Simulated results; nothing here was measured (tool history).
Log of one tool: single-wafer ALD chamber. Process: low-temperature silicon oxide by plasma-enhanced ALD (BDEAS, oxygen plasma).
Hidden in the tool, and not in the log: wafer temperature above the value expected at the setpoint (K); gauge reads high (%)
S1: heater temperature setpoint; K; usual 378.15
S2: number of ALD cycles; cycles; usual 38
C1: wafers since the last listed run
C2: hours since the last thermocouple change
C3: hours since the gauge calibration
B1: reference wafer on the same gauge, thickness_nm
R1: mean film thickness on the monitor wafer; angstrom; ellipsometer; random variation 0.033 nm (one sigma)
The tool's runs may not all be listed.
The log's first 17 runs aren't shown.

Run 18, day 56.350: usual settings; C1 278; C2 156.6; C3 4178.3; B1 5.321. Result: R1 52.21 angstrom.
At day 58.921: gauge calibrated.
Run 19, day 60.717: usual settings; C1 560; C2 261.4; C3 43.1; B1 5.522. Result: R1 54.64 angstrom.
Run 20, day 64.583: usual settings; C1 495; C2 354.2; C3 135.9; B1 5.520. Result: R1 54.60 angstrom.
Run 21, day 75.979: usual settings but S1 365.15 K, S2 41 cycles; C1 1461; C2 627.7; C3 409.4; B1 5.495. Result: R1 59.79 angstrom.
Run 22, day 80.358: usual settings but S2 45 cycles; C1 561; C2 732.8; C3 514.5; B1 5.490. Result: R1 63.96 angstrom.
Run 23, day 84.483: usual settings but S1 390.15 K; C1 529; C2 831.8; C3 613.5; B1 5.480. Result: R1 52.96 angstrom.
Run 24, day 88.129: usual settings but S1 392.15 K, S2 36 cycles; C1 467; C2 919.3; C3 701.0; B1 5.472. Result: R1 50.03 angstrom.
Run 25, day 90.692: usual settings but S1 364.15 K; C1 328; C2 980.8; C3 762.5; B1 5.468. Result: R1 55.82 angstrom.
At day 92.767: thermocouple changed; heater temperature recalibrated.
Run 26, day 94.129: usual settings but S1 368.15 K, S2 33 cycles; C1 398; C2 32.7; C3 845.0; B1 5.464. Result: R1 48.43 angstrom.
Run 27, day 96.954: usual settings; C1 362; C2 100.5; C3 912.8; B1 5.462. Result: R1 54.45 angstrom.
Run 28, day 100.500: usual settings but S1 387.15 K, S2 33 cycles; C1 454; C2 185.6; C3 997.9; B1 5.452. Result: R1 46.08 angstrom.
Run 29, day 103.183: usual settings but S1 374.15 K, S2 35 cycles; C1 344; C2 250.0; C3 1062.3; B1 5.447. Result: R1 50.18 angstrom.
Run 30, day 107.279: usual settings; C1 525; C2 348.3; C3 1160.6; B1 5.444. Result: R1 53.67 angstrom.
Run 31, day 110.767: usual settings but S1 368.15 K, S2 45 cycles; C1 447; C2 432.0; C3 1244.3; B1 5.438. Result: R1 65.28 angstrom.
Run 32, day 121.712: usual settings but S1 366.15 K, S2 35 cycles; C1 1403; C2 694.7; C3 1507.0; B1 5.418. Result: R1 50.45 angstrom.
Run 33, day 124.712: usual settings but S1 390.15 K, S2 41 cycles; C1 384; C2 766.7; C3 1579.0; B1 5.413. Result: R1 56.36 angstrom.
Run 34, day 127.833: usual settings but S1 365.15 K, S2 43 cycles; C1 400; C2 841.6; C3 1653.9; B1 5.402. Result: R1 62.51 angstrom.
Run 35, day 131.050: usual settings but S1 388.15 K, S2 44 cycles; C1 412; C2 918.8; C3 1731.1; B1 5.402. Result: R1 60.63 angstrom.
Run 36, day 133.538: usual settings but S1 368.15 K; C1 319; C2 978.5; C3 1790.8; B1 5.400. Result: R1 54.79 angstrom.
At day 136.338: thermocouple changed; heater temperature recalibrated.
Run 37, day 136.688: usual settings but S1 382.15 K; C1 361; C2 8.4; C3 1866.4; B1 5.384. Result: R1 52.94 angstrom.
Run 38, day 139.525: usual settings but S1 388.15 K, S2 42 cycles; C1 363; C2 76.5; C3 1934.5; B1 5.380. Result: R1 58.36 angstrom.
Run 39, day 143.846: usual settings; C1 554; C2 180.2; C3 2038.2; B1 5.374. Result: R1 53.12 angstrom.

Forecast each of these 5 alternatives for the next run:
Run A, day 143.867: usual settings but S2 32 cycles; C1 2; C2 180.7; C3 2038.7; B1 ?. Result: R1 ?.
Run B, day 143.867: usual settings but S1 393.15 K, S2 35 cycles; C1 2; C2 180.7; C3 2038.7; B1 ?. Result: R1 ?.
Run C, day 143.867: usual settings but S1 373.15 K, S2 36 cycles; C1 2; C2 180.7; C3 2038.7; B1 ?. Result: R1 ?.
Run D, day 143.867: usual settings but S1 391.15 K; C1 2; C2 180.7; C3 2038.7; B1 ?. Result: R1 ?.
Run E, day 143.867: usual settings but S1 387.15 K, S2 35 cycles; C1 2; C2 180.7; C3 2038.7; B1 ?. Result: R1 ?.

run     B1     R1
  A  5.372  45.06
  B  5.372  48.10
  C  5.372  51.09
  D  5.372  52.39
  E  5.372  48.57
Without the tool's hidden state the same runs would have given:
run     R1
  A  46.69
  B  49.84
  C  52.95
  D  54.29
  E  50.33
